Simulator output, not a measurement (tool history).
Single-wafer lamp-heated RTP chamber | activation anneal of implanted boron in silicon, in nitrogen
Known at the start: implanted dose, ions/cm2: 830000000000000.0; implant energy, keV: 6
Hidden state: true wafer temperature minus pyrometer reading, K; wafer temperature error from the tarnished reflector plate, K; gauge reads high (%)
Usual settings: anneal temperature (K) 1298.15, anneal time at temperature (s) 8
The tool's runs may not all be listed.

run,hour,anneal temperature (K),anneal time at temperature (s),wafers since the last listed run,wafers since the last pyrometer calibration,wafers since the reflector plate was cleaned,hours since the gauge calibration,"read-back reference wafer on the same gauge, sheet resistance",sheet resistance of the implanted and annealed layer (ohm/square)
1,0,1285.15,8,0,7238,4894,2485.2,135.12,160.96
# hour 58.9: pyrometer window cleaned and pyrometer calibrated
2,86,1285.15,8,755,262,5650,2571.2,135,166.09
3,146.9,1298.15,12,589,852,6240,2632.1,135.02,157.98
# hour 202.2: gauge calibrated
4,229.3,1319.15,8,798,1650,7038,27.1,135.09,155.09
5,303.3,1318.15,8,716,2367,7755,101.1,134.82,155.29
6,375.5,1318.15,8,699,3066,8454,173.3,135.1,154.82
7,469.2,1286.15,8,907,3974,9362,267,134.99,165.56
# hour 539.5: reflector plate cleaned
8,540,1307.15,8,608,4582,4,337.8,134.96,155.86
9,604.8,1307.15,8,627,5210,632,402.6,134.98,155.88
10,696.3,1307.15,8,886,6096,1518,494.1,135.01,155.44
11,745.9,1298.15,8,480,6577,1999,543.7,135.11,158.09
# hour 795: pyrometer window cleaned and pyrometer calibrated
12,842.8,1274.15,12,861,462,2860,640.6,135.03,168.47
13,940.8,1282.15,6,949,1412,3809,738.6,135.1,169.47
14,987.7,1282.15,8,454,1866,4264,785.5,134.95,167.94
15,1046.8,1277.15,9,572,2439,4836,844.6,135.08,168.18
16,1133,1275.15,4,835,3274,5671,930.8,134.99,177.18
17,1193,1271.15,11,581,3855,6253,990.8,135.13,169.91
18,1246.7,1291.15,12,520,4375,6773,1044.5,134.95,158.18
19,1301.9,1271.15,6,534,4910,7308,1099.7,134.92,173.28
20,1338.6,1298.15,9,355,5265,7663,1136.4,135.04,158.99
21,1407.4,1313.15,8,666,5932,8330,1205.2,135.16,154.56
22,1464.9,1298.15,11,557,6489,8887,1262.7,134.93,155.93
23,1534.8,1289.15,6,677,7166,9564,1332.6,134.93,161.72
# hour 1555.9: reflector plate cleaned
# hour 1558.4: pyrometer window cleaned and pyrometer calibrated
24,1591.1,1307.15,8,443,316,316,1388.9,135.15,158.78
25,1679.9,1270.15,12,860,1176,1176,1477.7,135.02,170.53
26,1744.2,1316.15,4,622,1799,1799,1542,134.97,160.51
27,1822.5,1316.15,6,758,2558,2558,1620.3,135.01,157.18
28,1907.9,1298.15,8,827,3385,3385,1705.7,135.02,160.49
29,1981.6,1298.15,8,713,4099,4099,1779.4,135.15,160.53
30,2081.3,1298.15,8,965,5065,5065,1879.1,135.23,159.72
31,2133.2,1327.15,10,502,5567,5567,1931,134.99,148.2
32,2308.7,1274.15,6,1700,7268,7268,2106.5,135.2,168.17
# hour 2340.8: pyrometer window cleaned and pyrometer calibrated
33,2394,1298.15,8,748,515,8016,2191.8,134.98,161.82
34,2437.2,1285.15,8,418,934,8435,2235,134.86,166.02
35,2534.8,1328.15,11,945,1879,9380,2332.6,135.28,148.96
# hour 2565: reflector plate cleaned
36,2578.3,1323.15,11,343,2223,129,2376.1,135,151.48

Forecast each of these 4 alternatives for the next run:
A,2578.7,1270.15,8,3,2227,133,2376.5,?,?
B,2578.7,1268.15,12,3,2227,133,2376.5,?,?
C,2578.7,1322.15,6,3,2227,133,2376.5,?,?
D,2578.7,1290.15,12,3,2227,133,2376.5,?,?

run,"read-back reference wafer on the same gauge, sheet resistance",sheet resistance of the implanted and annealed layer (ohm/square)
A,135,172.56
B,135,169.6
C,135,155.06
D,135,159.87
Without the tool's hidden state the same runs would have given:
run,sheet resistance of the implanted and annealed layer (ohm/square)
A,174.25
B,171.22
C,155.87
D,160.86

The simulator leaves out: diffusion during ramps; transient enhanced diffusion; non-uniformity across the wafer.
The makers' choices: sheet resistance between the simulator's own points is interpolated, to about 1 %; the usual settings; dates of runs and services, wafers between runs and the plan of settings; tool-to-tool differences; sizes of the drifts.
